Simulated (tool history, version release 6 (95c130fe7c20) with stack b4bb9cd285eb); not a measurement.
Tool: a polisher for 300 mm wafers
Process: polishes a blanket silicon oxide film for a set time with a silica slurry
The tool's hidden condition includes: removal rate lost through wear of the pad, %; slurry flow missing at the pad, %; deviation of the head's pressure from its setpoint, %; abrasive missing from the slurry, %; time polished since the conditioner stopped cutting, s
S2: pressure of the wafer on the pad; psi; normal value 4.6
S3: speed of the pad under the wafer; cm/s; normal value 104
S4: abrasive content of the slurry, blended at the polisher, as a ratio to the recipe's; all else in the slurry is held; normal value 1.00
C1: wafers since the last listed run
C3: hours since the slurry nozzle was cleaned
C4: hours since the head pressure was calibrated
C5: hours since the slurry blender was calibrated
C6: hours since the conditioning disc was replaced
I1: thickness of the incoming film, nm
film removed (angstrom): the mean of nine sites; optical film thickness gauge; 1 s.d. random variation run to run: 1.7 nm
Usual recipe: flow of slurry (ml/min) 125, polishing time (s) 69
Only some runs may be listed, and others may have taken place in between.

{"run": 1, "day": 0.0, "flow of slurry (ml/min)": 125, "S2": 4.6, "S3": 104, "S4": 1.0, "polishing time (s)": 87, "C1": 0, "wafers polished on this pad": 2556, "C3": 500.9, "C4": 170.5, "C5": 91.5, "C6": 256.6, "I1": 903.6, "film removed (angstrom)": 2790}
{"day": 0.829, "done": "slurry nozzle cleaned"}
{"run": 2, "day": 1.058, "flow of slurry (ml/min)": 125, "S2": 4.6, "S3": 104, "S4": 1.1, "polishing time (s)": 69, "C1": 166, "wafers polished on this pad": 2722, "C3": 5.5, "C4": 195.9, "C5": 116.9, "C6": 282.0, "I1": 892.6, "film removed (angstrom)": 2346}
{"day": 4.446, "done": "worn pad replaced by a new one"}
{"day": 6.283, "done": "conditioning disc replaced and pad reconditioned"}
{"run": 3, "day": 6.304, "flow of slurry (ml/min)": 125, "S2": 4.6, "S3": 104, "S4": 1.1, "polishing time (s)": 69, "C1": 816, "wafers polished on this pad": 289, "C3": 131.4, "C4": 321.8, "C5": 242.8, "C6": 0.5, "I1": 904.6, "film removed (angstrom)": 2387}
{"run": 4, "day": 9.067, "flow of slurry (ml/min)": 125, "S2": 4.6, "S3": 104, "S4": 1.0, "polishing time (s)": 69, "C1": 451, "wafers polished on this pad": 741, "C3": 197.7, "C4": 388.1, "C5": 309.1, "C6": 66.8, "I1": 890.1, "film removed (angstrom)": 2273}
{"day": 10.788, "done": "head pressure recalibrated"}
{"run": 5, "day": 11.954, "flow of slurry (ml/min)": 125, "S2": 3.5, "S3": 94, "S4": 1.0, "polishing time (s)": 69, "C1": 458, "wafers polished on this pad": 1199, "C3": 267.0, "C4": 28.0, "C5": 378.4, "C6": 136.1, "I1": 879.5, "film removed (angstrom)": 1665}
{"day": 12.688, "done": "slurry blender recalibrated"}
{"run": 6, "day": 14.712, "flow of slurry (ml/min)": 125, "S2": 4.6, "S3": 84, "S4": 1.25, "polishing time (s)": 69, "C1": 437, "wafers polished on this pad": 1636, "C3": 333.2, "C4": 94.2, "C5": 48.6, "C6": 202.3, "I1": 874.9, "film removed (angstrom)": 2160}
{"run": 7, "day": 17.296, "flow of slurry (ml/min)": 145, "S2": 4.6, "S3": 104, "S4": 1.0, "polishing time (s)": 84, "C1": 422, "wafers polished on this pad": 2058, "C3": 395.2, "C4": 156.2, "C5": 110.6, "C6": 264.3, "I1": 893.1, "film removed (angstrom)": 2827}
{"run": 8, "day": 18.708, "flow of slurry (ml/min)": 145, "S2": 4.6, "S3": 130, "S4": 1.15, "polishing time (s)": 69, "C1": 230, "wafers polished on this pad": 2289, "C3": 429.1, "C4": 190.1, "C5": 144.5, "C6": 298.2, "I1": 874.7, "film removed (angstrom)": 2759}
{"run": 9, "day": 20.742, "flow of slurry (ml/min)": 145, "S2": 5.1, "S3": 104, "S4": 1.0, "polishing time (s)": 69, "C1": 332, "wafers polished on this pad": 2621, "C3": 477.9, "C4": 238.9, "C5": 193.3, "C6": 347.0, "I1": 888.6, "film removed (angstrom)": 2541}
{"day": 23.442, "done": "worn pad replaced by a new one"}
{"run": 10, "day": 23.462, "flow of slurry (ml/min)": 125, "S2": 4.6, "S3": 128, "S4": 1.0, "polishing time (s)": 82, "C1": 417, "wafers polished on this pad": 3, "C3": 543.2, "C4": 304.2, "C5": 258.6, "C6": 412.3, "I1": 889.7, "film removed (angstrom)": 3157}
{"run": 11, "day": 24.775, "flow of slurry (ml/min)": 125, "S2": 4.6, "S3": 104, "S4": 1.0, "polishing time (s)": 87, "C1": 214, "wafers polished on this pad": 217, "C3": 574.7, "C4": 335.7, "C5": 290.1, "C6": 443.8, "I1": 895.0, "film removed (angstrom)": 2960}
{"run": 12, "day": 26.117, "flow of slurry (ml/min)": 125, "S2": 4.6, "S3": 104, "S4": 1.0, "polishing time (s)": 76, "C1": 219, "wafers polished on this pad": 437, "C3": 606.9, "C4": 367.9, "C5": 322.3, "C6": 476.0, "I1": 878.1, "film removed (angstrom)": 2581}
{"day": 26.196, "done": "slurry nozzle cleaned"}
{"day": 26.608, "done": "conditioning disc replaced and pad reconditioned"}
{"run": 13, "day": 28.35, "flow of slurry (ml/min)": 125, "S2": 3.5, "S3": 104, "S4": 1.0, "polishing time (s)": 69, "C1": 344, "wafers polished on this pad": 781, "C3": 51.7, "C4": 421.5, "C5": 375.9, "C6": 41.8, "I1": 887.5, "film removed (angstrom)": 1781}
{"day": 29.617, "done": "head pressure recalibrated"}
{"run": 14, "day": 30.225, "flow of slurry (ml/min)": 125, "S2": 4.6, "S3": 78, "S4": 1.0, "polishing time (s)": 69, "C1": 292, "wafers polished on this pad": 1074, "C3": 96.7, "C4": 14.6, "C5": 420.9, "C6": 86.8, "I1": 906.0, "film removed (angstrom)": 1962}
{"day": 30.671, "done": "slurry blender recalibrated"}
{"run": 15, "day": 32.875, "flow of slurry (ml/min)": 125, "S2": 4.6, "S3": 104, "S4": 1.0, "polishing time (s)": 69, "C1": 419, "wafers polished on this pad": 1493, "C3": 160.3, "C4": 78.2, "C5": 52.9, "C6": 150.4, "I1": 885.7, "film removed (angstrom)": 2272}
{"run": 16, "day": 36.05, "flow of slurry (ml/min)": 145, "S2": 3.4, "S3": 138, "S4": 1.0, "polishing time (s)": 87, "C1": 518, "wafers polished on this pad": 2012, "C3": 236.5, "C4": 154.4, "C5": 129.1, "C6": 226.6, "I1": 886.2, "film removed (angstrom)": 2653}
{"run": 17, "day": 37.325, "flow of slurry (ml/min)": 125, "S2": 4.6, "S3": 138, "S4": 1.0, "polishing time (s)": 81, "C1": 208, "wafers polished on this pad": 2221, "C3": 267.1, "C4": 185.0, "C5": 159.7, "C6": 257.2, "I1": 887.2, "film removed (angstrom)": 3099}
{"run": 18, "day": 40.292, "flow of slurry (ml/min)": 125, "S2": 4.6, "S3": 104, "S4": 1.0, "polishing time (s)": 69, "C1": 484, "wafers polished on this pad": 2705, "C3": 338.3, "C4": 256.2, "C5": 230.9, "C6": 328.4, "I1": 890.2, "film removed (angstrom)": 2251}
{"run": 19, "day": 43.062, "flow of slurry (ml/min)": 125, "S2": 4.6, "S3": 114, "S4": 1.0, "polishing time (s)": 58, "C1": 452, "wafers polished on this pad": 3158, "C3": 404.8, "C4": 322.7, "C5": 297.4, "C6": 394.9, "I1": 881.7, "film removed (angstrom)": 1978}

What does the tool deliver on the next run?
{"day": 43.508, "done": "worn pad replaced by a new one"}
{"run": 20, "day": 44.358, "flow of slurry (ml/min)": 125, "S2": 4.6, "S3": 134, "S4": 1.0, "polishing time (s)": 69, "C1": 184, "wafers polished on this pad": 139, "C3": 435.9, "C4": 353.8, "C5": 328.5, "C6": 426.0, "I1": 887.8, "film removed (angstrom)": "?"}

film removed (angstrom): 2695
The same run, on a tool lacking any hidden state, would have yielded film removed (angstrom) 2730.
